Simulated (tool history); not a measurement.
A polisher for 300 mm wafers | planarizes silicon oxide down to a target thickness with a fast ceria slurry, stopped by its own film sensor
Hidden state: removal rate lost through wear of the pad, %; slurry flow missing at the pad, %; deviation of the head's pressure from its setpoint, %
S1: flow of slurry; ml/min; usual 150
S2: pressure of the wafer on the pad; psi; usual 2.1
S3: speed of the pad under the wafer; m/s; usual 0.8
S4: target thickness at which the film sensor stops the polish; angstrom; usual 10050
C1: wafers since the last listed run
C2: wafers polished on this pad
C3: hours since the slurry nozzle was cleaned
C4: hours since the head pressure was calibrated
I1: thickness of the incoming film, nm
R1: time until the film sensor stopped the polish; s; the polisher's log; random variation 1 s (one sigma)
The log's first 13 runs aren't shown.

run	day	S1	S2	S3	S4	C1	C2	C3	C4	I1	R1
# day 11.962: slurry nozzle cleaned
14	12.262	150	2.1	0.8	10050	132	776	7.2	391.5	1615.6	59.6
15	13.592	150	2.1	0.8	10050	364	1140	39.1	423.4	1598.1	57.1
16	14.442	150	2.1	0.58	10050	232	1373	59.5	443.8	1633.6	83.6
17	15.679	150	2.4	0.8	10050	339	1712	89.2	473.5	1625	51.2
18	16.775	150	2.1	0.58	10050	300	2013	115.5	499.8	1631.1	81.2
# day 17.346: worn pad replaced by a new one
19	18.229	110	1.5	0.66	11170	352	242	150.4	534.7	1625.3	91.1
20	19.633	185	2.1	0.8	10050	384	627	184.1	568.4	1618.2	56.8
21	21.367	150	2.1	0.8	10050	475	1102	225.7	610	1617	59.3
22	22.442	150	2.1	0.8	8600	294	1396	251.5	635.8	1626.1	74.6
23	23.312	150	2.1	0.8	10050	238	1635	272.4	656.7	1624.2	60.2
24	24.533	150	2.7	1.06	8750	334	1970	301.7	686	1638.2	43.5
# day 25.021: worn pad replaced by a new one
25	25.188	150	2.1	0.8	10050	133	46	317.4	701.7	1625.1	61.9
26	25.812	175	2.1	1.04	10050	171	217	332.4	716.7	1619.8	46.2
# day 26.317: head pressure recalibrated
27	27.267	150	2.1	0.8	10050	375	593	367.3	22.8	1628.5	54.5
28	28.6	120	1.9	0.8	10050	365	958	399.3	54.8	1590.2	59.3
29	29.992	150	1.6	0.92	10050	381	1339	432.7	88.2	1645.8	65.1
30	31.238	115	2.1	0.8	10050	341	1681	462.6	118.1	1627.2	60.2
31	32.442	105	1.8	0.8	10050	330	2011	491.5	147	1616.3	71
# day 32.858: worn pad replaced by a new one
32	33.554	105	1.7	1.04	10050	259	190	518.2	173.7	1641.3	60.7
33	34.525	185	2.5	0.94	11010	266	456	541.5	197	1633.1	32.9
# day 34.746: slurry nozzle cleaned
34	35.633	150	1.4	0.8	11260	292	748	21.3	223.6	1606.5	65.9

4 ways to go on from here, each from the tool as it stands after run 34. What would each give?
A	35.654	150	2.1	0.56	10050	5	754	21.8	224.1	1636	?
B	35.654	150	2.1	1	9000	5	754	21.8	224.1	1636	?
C	35.654	190	2.1	0.54	11880	5	754	21.8	224.1	1636	?
D	35.654	125	2.1	0.8	8720	5	754	21.8	224.1	1636	?

run	R1
A	82.9
B	54.1
C	58.6
D	73
Without the tool's hidden state the same runs would have given:
run	R1
A	75.2
B	49.1
C	53.2
D	66.2

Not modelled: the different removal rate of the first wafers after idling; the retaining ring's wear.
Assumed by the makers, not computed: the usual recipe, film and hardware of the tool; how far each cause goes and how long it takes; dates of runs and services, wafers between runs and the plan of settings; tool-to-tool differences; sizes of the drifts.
